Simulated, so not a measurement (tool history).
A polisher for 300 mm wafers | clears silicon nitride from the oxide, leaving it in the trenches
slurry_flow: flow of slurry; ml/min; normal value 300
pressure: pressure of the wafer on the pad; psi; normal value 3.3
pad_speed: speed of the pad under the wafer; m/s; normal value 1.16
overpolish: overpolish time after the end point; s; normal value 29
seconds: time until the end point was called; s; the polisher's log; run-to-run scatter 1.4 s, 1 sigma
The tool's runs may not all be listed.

run	hour	slurry_flow	pressure	pad_speed	overpolish	wafers since the last listed run	wafers polished on this pad	hours since the slurry nozzle was cleaned	hours since the head pressure was calibrated	incoming thickness of the incoming film, nm	seconds
1	0.0	265	3.3	1.16	29	0	804	122.2	775.6	81.2	87.7
# hour 25.2: head pressure recalibrated
2	42.5	265	3.3	1.16	29	244	1048	164.7	17.3	80.7	84.3
3	242.0	300	3.3	1.16	29	1203	2251	364.2	216.8	79.6	86.5
4	303.0	300	3.3	1.16	29	367	2619	425.2	277.8	80.4	91.2
# hour 361.8: worn pad replaced by a new one
5	368.4	300	3.3	1.16	29	370	39	490.6	343.2	79.8	80.9
6	502.7	300	3.3	1.16	29	810	849	624.9	477.5	79.4	82.0
7	541.7	300	3.3	1.16	29	235	1085	663.9	516.5	81.3	86.2
# hour 563.3: slurry nozzle cleaned
8	621.7	300	3.3	1.16	29	476	1561	58.4	596.5	80.7	85.6
9	702.0	300	3.7	1.16	41	484	2046	138.7	676.8	80.7	77.9
10	750.0	300	4.0	1.16	29	289	2335	186.7	724.8	80.1	73.3
# hour 775.0: head pressure recalibrated
# hour 786.8: worn pad replaced by a new one
11	834.3	300	3.3	1.16	29	472	286	271.0	59.3	79.7	83.5
12	887.3	220	3.1	1.16	29	319	606	324.0	112.3	78.6	90.5
13	955.2	220	3.1	1.16	29	409	1015	391.9	180.2	80.3	94.3
14	1055.8	220	3.1	1.16	29	606	1622	492.5	280.8	78.5	94.5
15	1095.3	300	3.3	1.16	29	238	1860	532.0	320.3	80.1	89.0
16	1196.4	300	3.3	0.76	29	609	2470	633.1	421.4	80.2	138.7
# hour 1198.8: slurry nozzle cleaned
# hour 1219.8: worn pad replaced by a new one, of another model than before
17	1264.2	300	3.3	1.16	29	378	267	65.4	489.2	78.9	80.4
18	1324.7	300	3.3	1.16	22	364	632	125.9	549.7	80.2	82.2
19	1376.8	300	3.3	1.16	29	314	947	178.0	601.8	79.0	84.7
# hour 1459.0: head pressure recalibrated
20	1648.6	300	4.3	1.16	29	1627	2574	449.8	189.6	78.9	71.4
# hour 1685.8: worn pad replaced by a new one
21	1741.2	300	3.3	1.16	29	534	334	542.4	282.2	80.1	84.6
22	1810.8	200	3.8	1.54	29	419	754	612.0	351.8	78.9	66.9
23	1877.4	300	3.3	0.90	21	401	1155	678.6	418.4	78.6	95.9
# hour 1940.0: slurry nozzle cleaned
24	1950.4	300	3.3	1.16	29	434	1590	10.4	491.4	78.9	85.7
25	2052.8	255	2.1	1.16	29	617	2208	112.8	593.8	80.3	122.1
26	2157.2	220	3.1	1.16	29	629	2837	217.2	698.2	78.6	92.2
# hour 2189.6: worn pad replaced by a new one
# hour 2239.6: head pressure recalibrated
27	2247.6	200	3.3	1.16	36	509	338	307.6	8.0	81.3	88.5
28	2325.6	300	3.8	1.16	29	470	808	385.6	86.0	80.3	76.2
29	2370.0	300	2.8	0.88	29	267	1076	430.0	130.4	80.0	106.6
30	2451.4	300	3.3	1.16	29	491	1567	511.4	211.8	79.5	87.5

State the hidden condition of the tool at each of the runs:
slurry flow missing at the pad, %: 0, the same for each run
deviation of the head's pressure from its setpoint, %: 0, the same for each run
H1: removal rate lost through wear of the pad, %
run	H1
1	2.99
2	3.71
3	7.11
4	8.15
5	0.126
6	2.41
7	3.08
8	4.44
9	5.8
10	6.62
11	1.56
12	2.46
13	3.61
14	5.32
15	6
16	7.72
17	1.12
18	2.15
19	3.04
20	7.66
21	1.32
22	2.51
23	3.64
24	4.88
25	6.63
26	8.4
27	3.08
28	4.41
29	5.16
30	6.55
